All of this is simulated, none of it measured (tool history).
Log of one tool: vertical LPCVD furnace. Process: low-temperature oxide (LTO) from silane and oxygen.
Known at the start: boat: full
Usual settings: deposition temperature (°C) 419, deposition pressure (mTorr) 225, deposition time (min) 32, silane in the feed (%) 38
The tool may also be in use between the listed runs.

run     day  deposition temperature (°C)  deposition pressure (mTorr)  deposition time (min)  silane in the feed (%)  read-back reference wafer on the same gauge, thickness  film thickness on the monitor wafer in the middle of the boat (angstrom)
  1       0                          419                          250                     32                      38                                                  358.34                                                                    3728.3
  2   0.546                          419                          250                     32                      38                                                  358.38                                                                    3735.5
  3   1.388                          419                          250                     32                      38                                                   358.9                                                                    3741.4
  4   1.742                          419                          225                     32                      38                                                  358.94                                                                    3357.3
  5   2.308                          419                          225                     32                      38                                                  359.13                                                                    3376.8
      4.004  -- silane flow controller replaced
      4.062  -- thermocouples replaced and temperature profile calibrated
      5.208  -- gauge calibrated
      5.567  -- pressure gauge zeroed
  6   5.588                          419                          225                     32                      38                                                  357.55                                                                    3352.3
  7   5.796                          426                          225                     32                      33                                                  357.67                                                                    3020.7
  8   6.042                          426                          225                     32                      33                                                  357.62                                                                      3018
  9   6.533                          426                          225                     32                      33                                                  357.88                                                                    3022.6
 10   7.058                          419                          225                     32                      38                                                     358                                                                    3347.3
 11   7.608                          419                          245                     32                      38                                                  358.17                                                                    3654.9
 12   8.221                          419                          225                     23                      38                                                  358.41                                                                    2413.1
 13   8.721                          415                          195                   44.5                      33                                                  358.66                                                                    3243.8
 14   9.379                          424                          225                     38                      33                                                  358.85                                                                    3519.2
 15   9.788                          419                          245                   22.5                      31                                                  358.93                                                                    1976.9
 16  10.175                          419                          225                     32                      38                                                  359.22                                                                    3359.5
 17  10.471                          419                          225                     32                      38                                                  359.38                                                                    3361.1
 18  11.125                          419                          250                     32                      38                                                  359.45                                                                    3743.3
 19  11.833                          414                          225                   36.5                      33                                                   359.8                                                                    3038.9
 20   12.35                          419                          225                     32                      42                                                  360.07                                                                    3773.8

What the log doesn't show, run by run:
true tube temperature minus thermocouple reading, K: 0 in every run
true pressure minus gauge reading, mTorr: 0 in every run
deviation of the silane flow from its setpoint, %: 0 in every run
H1: gauge reads high (%)
run     H1
  1  0.383
  2  0.435
  3  0.516
  4   0.55
  5  0.604
  6  0.154
  7  0.174
  8  0.197
  9  0.244
 10  0.295
 11  0.348
 12  0.406
 13  0.454
 14  0.518
 15  0.557
 16  0.594
 17  0.622
 18  0.685
 19  0.753
 20  0.803
